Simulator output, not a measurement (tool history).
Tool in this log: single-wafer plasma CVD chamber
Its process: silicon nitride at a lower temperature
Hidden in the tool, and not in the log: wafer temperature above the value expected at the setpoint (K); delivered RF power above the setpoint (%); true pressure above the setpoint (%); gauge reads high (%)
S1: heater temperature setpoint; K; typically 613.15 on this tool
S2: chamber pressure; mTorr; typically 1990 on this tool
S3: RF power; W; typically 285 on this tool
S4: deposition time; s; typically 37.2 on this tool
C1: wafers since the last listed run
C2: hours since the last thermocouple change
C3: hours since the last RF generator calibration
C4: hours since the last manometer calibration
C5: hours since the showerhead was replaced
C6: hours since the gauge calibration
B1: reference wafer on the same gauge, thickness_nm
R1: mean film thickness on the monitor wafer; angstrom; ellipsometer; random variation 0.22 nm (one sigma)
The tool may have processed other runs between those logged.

run,hour,S1,S2,S3,S4,C1,C2,C3,C4,C5,C6,B1,R1
1,0,613.15,2210,285,37.2,0,914.5,1133.7,1117.2,2177.5,347.8,50.777,481.45
2,14.7,613.15,2210,285,37.2,327,929.2,1148.4,1131.9,2192.2,362.5,50.798,475.03
3,32.2,613.15,1990,285,37.2,389,946.7,1165.9,1149.4,2209.7,380,50.825,458.09
4,54.5,613.15,1990,285,37.2,496,969,1188.2,1171.7,2232,402.3,50.873,456.46
5,160,613.15,1990,285,37.2,2347,1074.5,1293.7,1277.2,2337.5,507.8,50.835,455.38
6,177.4,613.15,1990,285,37.2,387,1091.9,1311.1,1294.6,2354.9,525.2,50.866,456.55
7,204.8,613.15,1990,285,37.2,609,1119.3,1338.5,1322,2382.3,552.6,50.8,451.01
8,222.1,613.15,1990,285,37.2,384,1136.6,1355.8,1339.3,2399.6,569.9,50.823,452.25
# hour 231.4: gauge calibrated
9,234.3,613.15,1990,285,37.2,271,1148.8,1368,1351.5,2411.8,2.9,50.871,450.02
10,252,613.15,1990,285,37.2,393,1166.5,1385.7,1369.2,2429.5,20.6,50.778,447.76
11,283.4,613.15,1990,285,37.2,698,1197.9,1417.1,1400.6,2460.9,52,50.709,451.34
# hour 314.4: RF generator calibrated
12,314.9,613.15,1990,285,37.2,522,1229.4,0.5,1432.1,2492.4,83.5,50.741,464.76
13,327.8,613.15,1990,245,39.6,287,1242.3,13.4,1445,2505.3,96.4,50.782,457.43
14,349.1,613.15,1990,285,37.2,473,1263.6,34.7,1466.3,2526.6,117.7,50.863,468.97
15,384.9,624.15,2340,320,30.4,796,1299.4,70.5,1502.1,2562.4,153.5,50.695,427.15
16,398.1,625.15,2220,315,37.2,293,1312.6,83.7,1515.3,2575.6,166.7,50.764,512.55
17,432,613.15,1990,310,37.2,754,1346.5,117.6,1549.2,2609.5,200.6,50.82,488.13
# hour 440.1: thermocouple changed; heater temperature recalibrated
18,466.1,613.15,1990,285,37.2,580,26,151.7,1583.3,2643.6,234.7,50.789,466.7
# hour 477.2: capacitance manometer re-zeroed and calibrated
19,496.5,613.15,2210,285,37.2,498,56.4,182.1,19.3,2674,265.1,50.755,488.47
# hour 531.8: showerhead replaced
20,532.3,605.15,1770,285,37.2,618,92.2,217.9,55.1,0.5,300.9,50.75,445.59
21,561.2,613.15,1990,285,37.2,643,121.1,246.8,84,29.4,329.8,50.876,467.89
22,574.9,613.15,1990,285,37.2,304,134.8,260.5,97.7,43.1,343.5,50.803,470.04
23,592.2,613.15,1990,285,37.2,384,152.1,277.8,115,60.4,360.8,50.769,469.61
24,615.9,613.15,1990,285,42.4,527,175.8,301.5,138.7,84.1,384.5,50.939,530.08
25,647.2,628.15,1670,320,42.7,696,207.1,332.8,170,115.4,415.8,50.746,528.05
26,659.9,613.15,1990,285,37.2,282,219.8,345.5,182.7,128.1,428.5,50.857,465.32
27,680.3,613.15,1690,285,37.2,453,240.2,365.9,203.1,148.5,448.9,50.75,433.84
28,696,613.15,1990,325,37.2,349,255.9,381.6,218.8,164.2,464.6,50.807,497.95
29,709.8,606.15,2140,235,34.6,307,269.7,395.4,232.6,178,478.4,50.855,400

How would selected steps in R1 from run to run divide? Give the signed amount a tool lacking its hidden state would still show from settings, what came in and random variation, and the signed amount left for the hidden state, including any gauge scatter that is not in both of the compared results.
Run 4 -> 5: no setting touched and nothing written in the log between the runs. R1 -1.08 angstrom: hidden state -2.62, all else +1.54.
Run 11 -> 12: RF generator calibrated. R1 +13.42 angstrom: hidden state +16.88, all else -3.46.
Run 15 -> 16: S1 624.15 -> 625.15, S2 2340 -> 2220, S3 320 -> 315, S4 30.4 -> 37.2. R1 +85.4 angstrom: hidden state -1.14, all else +86.54.
Run 28 -> 29: S1 613.15 -> 606.15, S2 1990 -> 2140, S3 325 -> 235, S4 37.2 -> 34.6. R1 -97.95 angstrom: hidden state +1.05, all else -99.
